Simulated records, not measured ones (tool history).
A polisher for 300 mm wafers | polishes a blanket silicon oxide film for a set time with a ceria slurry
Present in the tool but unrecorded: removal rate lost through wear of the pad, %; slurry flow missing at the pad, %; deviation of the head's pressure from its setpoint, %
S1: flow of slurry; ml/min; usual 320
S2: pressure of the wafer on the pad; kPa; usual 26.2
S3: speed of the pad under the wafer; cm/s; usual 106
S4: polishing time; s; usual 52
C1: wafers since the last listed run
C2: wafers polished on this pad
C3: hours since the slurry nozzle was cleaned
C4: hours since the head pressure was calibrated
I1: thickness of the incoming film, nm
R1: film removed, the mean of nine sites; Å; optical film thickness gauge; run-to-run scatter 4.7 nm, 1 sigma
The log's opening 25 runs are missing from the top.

run,day,S1,S2,S3,S4,C1,C2,C3,C4,I1,R1
26,54.904,320,26.2,106,52,1080,4005,147.1,714.3,1059.3,3277
27,55.954,320,26.2,106,52,391,4396,172.3,739.5,1062.8,3274
28,58.325,320,26.2,106,52,883,5280,229.2,796.4,1062.5,3299
29,59.967,320,34.5,126,52,611,5892,268.6,835.8,1046.2,4959
# day 60.888: worn pad replaced by a new one
30,62.312,320,26.2,106,45,812,530,324.9,892.1,1043.1,2844
31,64.108,320,26.2,106,52,669,1199,368.0,935.2,1067.9,3267
32,66.338,280,31.7,74,38,830,2030,421.5,988.7,1032.5,1948
33,69.288,320,26.2,106,69,1099,3129,492.3,1059.5,1042.1,4223
# day 69.629: slurry nozzle cleaned
34,71.300,320,26.2,106,52,734,3863,40.1,1107.8,1054.2,3190
# day 73.712: worn pad replaced by a new one
35,74.071,400,31.0,92,46,970,133,106.6,1174.3,1059.8,2845

Forecast each of these 3 alternatives for the next run:
A,74.088,255,26.2,106,52,6,139,107.0,1174.7,1057.9,?
B,74.088,320,22.8,106,52,6,139,107.0,1174.7,1057.9,?
C,74.088,265,21.4,78,64,6,139,107.0,1174.7,1057.9,?

run,R1
A,3063
B,2787
C,2351
Take away the tool's hidden state, keep each run's random variation, and the runs would have read:
run,R1
A,3322
B,3023
C,2550
